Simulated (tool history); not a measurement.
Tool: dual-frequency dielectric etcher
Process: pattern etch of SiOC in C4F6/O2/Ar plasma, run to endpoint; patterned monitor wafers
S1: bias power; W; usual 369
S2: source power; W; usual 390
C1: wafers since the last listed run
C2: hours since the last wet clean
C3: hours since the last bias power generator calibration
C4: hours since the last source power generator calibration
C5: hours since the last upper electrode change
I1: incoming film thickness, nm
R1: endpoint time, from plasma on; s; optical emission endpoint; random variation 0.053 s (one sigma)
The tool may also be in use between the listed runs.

{"run": 1, "hour": 0.0, "S1": 369, "S2": 390, "C1": 0, "C2": 144.3, "C3": 3099.0, "C4": 1119.2, "C5": 2304.7, "I1": 42.22, "R1": 15.4}
{"run": 2, "hour": 62.6, "S1": 369, "S2": 390, "C1": 638, "C2": 206.9, "C3": 3161.6, "C4": 1181.8, "C5": 2367.3, "I1": 42.08, "R1": 15.5}
{"run": 3, "hour": 105.5, "S1": 369, "S2": 390, "C1": 437, "C2": 249.8, "C3": 3204.5, "C4": 1224.7, "C5": 2410.2, "I1": 42.03, "R1": 15.5}
{"run": 4, "hour": 162.6, "S1": 369, "S2": 390, "C1": 582, "C2": 306.9, "C3": 3261.6, "C4": 1281.8, "C5": 2467.3, "I1": 42.55, "R1": 15.9}
{"hour": 205.2, "done": "wet clean of the chamber"}
{"run": 5, "hour": 205.7, "S1": 369, "S2": 390, "C1": 194, "C2": 0.5, "C3": 3304.7, "C4": 1324.9, "C5": 2510.4, "I1": 42.07, "R1": 15.3}
{"run": 6, "hour": 256.0, "S1": 369, "S2": 450, "C1": 512, "C2": 50.8, "C3": 3355.0, "C4": 1375.2, "C5": 2560.7, "I1": 42.55, "R1": 14.8}
{"run": 7, "hour": 310.3, "S1": 369, "S2": 450, "C1": 553, "C2": 105.1, "C3": 3409.3, "C4": 1429.5, "C5": 2615.0, "I1": 42.47, "R1": 14.9}
{"run": 8, "hour": 398.0, "S1": 369, "S2": 450, "C1": 894, "C2": 192.8, "C3": 3497.0, "C4": 1517.2, "C5": 2702.7, "I1": 42.2, "R1": 14.9}
{"run": 9, "hour": 467.8, "S1": 421, "S2": 390, "C1": 711, "C2": 262.6, "C3": 3566.8, "C4": 1587.0, "C5": 2772.5, "I1": 41.83, "R1": 14.8}
{"hour": 493.1, "done": "source power generator calibrated"}
{"hour": 510.0, "done": "bias power generator calibrated"}
{"run": 10, "hour": 521.7, "S1": 421, "S2": 390, "C1": 467, "C2": 316.5, "C3": 11.7, "C4": 28.6, "C5": 2826.4, "I1": 42.21, "R1": 15.1}
{"run": 11, "hour": 568.2, "S1": 369, "S2": 460, "C1": 474, "C2": 363.0, "C3": 58.2, "C4": 75.1, "C5": 2872.9, "I1": 42.66, "R1": 15.1}
{"hour": 603.1, "done": "wet clean of the chamber"}
{"run": 12, "hour": 603.6, "S1": 369, "S2": 390, "C1": 116, "C2": 0.5, "C3": 93.6, "C4": 110.5, "C5": 2908.3, "I1": 41.87, "R1": 15.1}
{"run": 13, "hour": 671.1, "S1": 369, "S2": 390, "C1": 688, "C2": 68.0, "C3": 161.1, "C4": 178.0, "C5": 2975.8, "I1": 42.13, "R1": 15.2}
{"run": 14, "hour": 695.6, "S1": 369, "S2": 390, "C1": 249, "C2": 92.5, "C3": 185.6, "C4": 202.5, "C5": 3000.3, "I1": 42.36, "R1": 15.4}
{"run": 15, "hour": 737.3, "S1": 369, "S2": 390, "C1": 425, "C2": 134.2, "C3": 227.3, "C4": 244.2, "C5": 3042.0, "I1": 42.08, "R1": 15.4}
{"run": 16, "hour": 802.0, "S1": 281, "S2": 330, "C1": 659, "C2": 198.9, "C3": 292.0, "C4": 308.9, "C5": 3106.7, "I1": 42.32, "R1": 18.1}
{"run": 17, "hour": 826.0, "S1": 369, "S2": 300, "C1": 244, "C2": 222.9, "C3": 316.0, "C4": 332.9, "C5": 3130.7, "I1": 42.24, "R1": 17.0}
{"run": 18, "hour": 870.5, "S1": 369, "S2": 390, "C1": 453, "C2": 267.4, "C3": 360.5, "C4": 377.4, "C5": 3175.2, "I1": 42.14, "R1": 15.6}
{"run": 19, "hour": 907.2, "S1": 369, "S2": 420, "C1": 374, "C2": 304.1, "C3": 397.2, "C4": 414.1, "C5": 3211.9, "I1": 42.38, "R1": 15.4}

Forecast run 20:
{"hour": 939.1, "done": "wet clean of the chamber"}
{"run": 20, "hour": 939.6, "S1": 369, "S2": 340, "C1": 85, "C2": 0.5, "C3": 429.6, "C4": 446.5, "C5": 3244.3, "I1": 41.37, "R1": "?"}

Run 20 gave R1 15.6 s.
Without the tool's hidden state the same run would have given R1 15.6 s.
